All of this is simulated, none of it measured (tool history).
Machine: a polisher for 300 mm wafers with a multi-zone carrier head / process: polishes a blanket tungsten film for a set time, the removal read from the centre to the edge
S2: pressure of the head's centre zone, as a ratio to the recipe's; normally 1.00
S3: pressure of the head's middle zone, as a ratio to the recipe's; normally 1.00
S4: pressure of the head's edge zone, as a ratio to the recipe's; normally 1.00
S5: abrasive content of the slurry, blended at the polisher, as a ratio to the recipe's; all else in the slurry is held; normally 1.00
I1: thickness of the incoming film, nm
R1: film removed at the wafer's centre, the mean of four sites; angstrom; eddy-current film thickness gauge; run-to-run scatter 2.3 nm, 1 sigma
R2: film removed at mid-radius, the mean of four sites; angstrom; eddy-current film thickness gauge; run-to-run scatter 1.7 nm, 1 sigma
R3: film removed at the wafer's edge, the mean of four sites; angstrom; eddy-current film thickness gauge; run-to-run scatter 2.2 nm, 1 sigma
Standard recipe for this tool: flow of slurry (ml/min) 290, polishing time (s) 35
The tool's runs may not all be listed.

Run 1, hour 0.0: usual settings; I1 761.1. Result: R1 2070 angstrom, R2 2237 angstrom, R3 2187 angstrom.
Run 2, hour 22.7: usual settings; I1 769.9. Result: R1 2056 angstrom, R2 2177 angstrom, R3 2224 angstrom.
Run 3, hour 39.8: usual settings; I1 772.4. Result: R1 2102 angstrom, R2 2221 angstrom, R3 2152 angstrom.
At hour 49.3: worn pad replaced by a new one.
Run 4, hour 59.7: usual settings but S3 0.95; I1 759.6. Result: R1 2094 angstrom, R2 2104 angstrom, R3 2184 angstrom.
Run 5, hour 90.7: usual settings but S3 0.95; I1 757.2. Result: R1 2027 angstrom, R2 2128 angstrom, R3 2246 angstrom.
Run 6, hour 125.6: usual settings but S3 0.95; I1 768.0. Result: R1 2073 angstrom, R2 2131 angstrom, R3 2206 angstrom.
At hour 150.7: carrier head's membrane replaced by a new one.
At hour 153.8: worn pad replaced by a new one.
Run 7, hour 154.3: usual settings but S2 0.94; I1 767.0. Result: R1 1949 angstrom, R2 2206 angstrom, R3 2166 angstrom.
Run 8, hour 229.8: usual settings but S2 0.94; I1 761.7. Result: R1 1975 angstrom, R2 2211 angstrom, R3 2227 angstrom.
At hour 237.3: worn pad replaced by a new one.
Run 9, hour 245.7: usual settings; I1 775.8. Result: R1 2055 angstrom, R2 2213 angstrom, R3 2214 angstrom.
Run 10, hour 261.3: usual settings; I1 759.3. Result: R1 2089 angstrom, R2 2180 angstrom, R3 2189 angstrom.
Run 11, hour 275.6: usual settings but flow of slurry (ml/min) 240, S2 1.05, S4 0.94; I1 766.9. Result: R1 2075 angstrom, R2 2119 angstrom, R3 2114 angstrom.
Run 12, hour 291.9: usual settings but S2 0.90; I1 745.4. Result: R1 1908 angstrom, R2 2213 angstrom, R3 2185 angstrom.
At hour 315.2: worn pad replaced by a new one.
Run 13, hour 315.7: usual settings; I1 759.7. Result: R1 2079 angstrom, R2 2224 angstrom, R3 2175 angstrom.
At hour 334.2: edge zone pressure recalibrated.
At hour 345.3: centre zone pressure recalibrated.
Run 14, hour 346.5: usual settings but flow of slurry (ml/min) 340, S2 0.88, S5 1.30; I1 769.6. Result: R1 2151 angstrom, R2 2396 angstrom, R3 2342 angstrom.
At hour 354.1: slurry nozzle cleaned.
Run 15, hour 375.3: usual settings but S2 1.05, S5 0.85, polishing time (s) 32; I1 760.1. Result: R1 2014 angstrom, R2 1971 angstrom, R3 1953 angstrom.
Run 16, hour 388.2: usual settings but S3 0.93; I1 768.8. Result: R1 2153 angstrom, R2 2065 angstrom, R3 2198 angstrom.

Run 17 has not been measured yet. What should we expect?
Run 17, hour 406.0: usual settings but S2 0.93; I1 745.4. Result: R1 ?, R2 ?, R3 ?.

{"run 17": {"R1": 2063, "R2": 2215, "R3": 2220}}
With no hidden state in the tool, this same run would have given R1 2076 angstrom, R2 2215 angstrom, R3 2220 angstrom.
